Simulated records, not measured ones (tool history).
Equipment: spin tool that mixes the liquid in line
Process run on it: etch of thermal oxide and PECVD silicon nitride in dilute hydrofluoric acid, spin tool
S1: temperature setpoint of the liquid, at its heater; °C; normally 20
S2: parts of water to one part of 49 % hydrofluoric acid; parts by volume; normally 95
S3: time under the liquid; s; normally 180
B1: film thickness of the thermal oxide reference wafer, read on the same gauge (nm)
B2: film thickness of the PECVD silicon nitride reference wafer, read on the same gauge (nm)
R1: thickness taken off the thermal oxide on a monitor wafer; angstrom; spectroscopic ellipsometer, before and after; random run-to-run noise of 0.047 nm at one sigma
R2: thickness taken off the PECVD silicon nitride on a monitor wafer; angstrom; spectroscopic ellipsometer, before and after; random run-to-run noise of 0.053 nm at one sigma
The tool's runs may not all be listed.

Run 1, hour 0: usual settings; B1 30.01; B2 80.02. Result: R1 70.6 angstrom, R2 68.7 angstrom.
Run 2, hour 84: usual settings; B1 29.98; B2 79.98. Result: R1 70.7 angstrom, R2 68.4 angstrom.
Run 3, hour 182.7: usual settings; B1 30.01; B2 80. Result: R1 71.1 angstrom, R2 69 angstrom.
Run 4, hour 247.8: usual settings but S1 22 °C, S2 110 parts by volume; B1 30.01; B2 79.99. Result: R1 65 angstrom, R2 67.9 angstrom.
Run 5, hour 318: usual settings but S1 22 °C, S2 110 parts by volume; B1 29.99; B2 80.01. Result: R1 65.5 angstrom, R2 67.4 angstrom.
Run 6, hour 365.3: usual settings but S1 17 °C; B1 29.98; B2 79.99. Result: R1 62.4 angstrom, R2 55.7 angstrom.
Run 7, hour 431.3: usual settings but S1 17 °C; B1 30.01; B2 79.99. Result: R1 62.3 angstrom, R2 54.9 angstrom.
Run 8, hour 485.4: usual settings but S1 17 °C; B1 30.02; B2 79.97. Result: R1 61.5 angstrom, R2 54.9 angstrom.
Run 9, hour 583.8: usual settings; B1 30.01; B2 79.97. Result: R1 70.3 angstrom, R2 69.2 angstrom.
At hour 595.3: hydrofluoric acid flow meter replaced.
At hour 611: thermometer replaced.
Run 10, hour 624.8: usual settings but S2 140 parts by volume, S3 150 s; B1 29.98; B2 80.01. Result: R1 38.2 angstrom, R2 38.7 angstrom.
Run 11, hour 703.4: usual settings but S3 150 s; B1 30.02; B2 79.99. Result: R1 59 angstrom, R2 57.5 angstrom.
Run 12, hour 771.4: usual settings but S3 225 s; B1 30.02; B2 79.99. Result: R1 89.8 angstrom, R2 85.9 angstrom.
At hour 807.3: gauge calibrated.
Run 13, hour 867.6: usual settings but S1 22.5 °C, S3 75 s; B1 30; B2 79.98. Result: R1 32.6 angstrom, R2 33.4 angstrom.
Run 14, hour 994.5: usual settings but S1 22.5 °C, S3 280 s; B1 29.98; B2 79.99. Result: R1 122.5 angstrom, R2 126.8 angstrom.
Run 15, hour 1077.8: usual settings; B1 29.98; B2 80. Result: R1 70.5 angstrom, R2 68.9 angstrom.
Run 16, hour 1270: usual settings; B1 30; B2 79.99. Result: R1 70 angstrom, R2 68.7 angstrom.
Run 17, hour 1338.9: usual settings but S3 90 s; B1 29.99; B2 80.03. Result: R1 35.3 angstrom, R2 34.3 angstrom.
Run 18, hour 1400.9: usual settings but S1 18.5 °C; B1 30.02; B2 80. Result: R1 65.8 angstrom, R2 61.5 angstrom.

Below are 3 alternative next runs, each starting from the tool's condition after run 18. Predict each:
Run A, hour 1401.4: usual settings but S2 115 parts by volume; B1 ?; B2 ?. Result: R1 ?, R2 ?.
Run B, hour 1401.4: usual settings but S2 130 parts by volume, S3 275 s; B1 ?; B2 ?. Result: R1 ?, R2 ?.
Run C, hour 1401.4: usual settings but S1 17 °C, S2 125 parts by volume, S3 245 s; B1 ?; B2 ?. Result: R1 ?, R2 ?.

run     B1     B2    R1    R2
  A  29.99  80.03  57.1  57.1
  B  29.99  80.03  75.9  77.4
  C  29.99  80.03  62.6  58.4
Without the tool's hidden state the same runs would have given:
run    R1    R2
  A  57.1  57.1
  B  75.9  77.4
  C  62.6  58.4
